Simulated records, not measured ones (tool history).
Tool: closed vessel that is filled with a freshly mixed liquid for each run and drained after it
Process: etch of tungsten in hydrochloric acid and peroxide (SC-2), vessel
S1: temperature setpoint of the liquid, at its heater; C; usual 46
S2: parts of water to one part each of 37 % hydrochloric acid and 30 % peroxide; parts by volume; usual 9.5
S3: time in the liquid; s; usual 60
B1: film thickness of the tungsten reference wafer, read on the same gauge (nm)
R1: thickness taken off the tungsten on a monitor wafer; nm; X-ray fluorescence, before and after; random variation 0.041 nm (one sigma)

run,hour,S1,S2,S3,B1,R1
1,0,52,9.5,60,90.04,12.65
2,28.6,46,9.5,60,90.03,8.41
3,67.4,46,9.5,60,89.96,8.35
4,122.1,46,9.5,60,89.97,8.4
5,163,46,9.5,60,89.97,8.42
6,233.8,46,9.5,60,90.01,8.32
7,288.5,40,9.5,60,89.96,5.5
8,345.8,46,7.5,80,90,13.45
9,401.4,46,7.5,80,90,13.41
# hour 422.2: gauge calibrated
10,425.6,46,9.5,60,90.02,8.27
11,479.5,46,9.5,50,90.02,6.88
# hour 511.1: new drum of peroxide connected
12,523.9,46,9.5,50,90,6.68
13,564,46,9.5,50,89.97,6.66
14,624.8,46,9.5,60,90.01,8.07
15,683.1,46,9.5,60,90,7.96
16,725.4,53.5,12.5,85,89.96,14.68
# hour 771.4: new drum of peroxide connected, repeated, since the last time left the tool worse
17,789.3,51,11,95,89.98,17.19
18,855.1,54.5,7,75,89.99,24.51
# hour 871.5: thermometer replaced
19,925.1,46,5,35,89.99,8.3
20,976.4,46,13,60,90.02,6.58
21,1009.7,49.5,8,85,89.97,17.85
22,1071.9,46,9.5,85,90,12.24
23,1121.2,46,9.5,60,89.96,8.59
# hour 1133.5: chemicals flow meter replaced
24,1192.3,46,7,60,89.97,10.96
# hour 1229.5: gauge calibrated
25,1240.2,46,7.5,80,89.99,13.75
26,1278.2,39,12.5,40,90.03,2.79
27,1326.4,52.5,12.5,60,90,10.49
28,1350.7,41,5.5,40,90.01,6.19
29,1408.6,50.5,12.5,60,89.98,9.09
30,1444.1,42,5,60,90.03,10.62

Forecast each of these 4 alternatives for the next run:
A,1444.8,46,9.5,80,?,?
B,1444.8,51.5,9.5,50,?,?
C,1444.8,50,9.5,60,?,?
D,1444.8,46,9.5,40,?,?

run,B1,R1
A,89.99,11.23
B,89.99,10.16
C,89.99,11.03
D,89.99,5.61
Without the tool's hidden state the same runs would have given:
run,R1
A,11.58
B,10.47
C,11.38
D,5.79
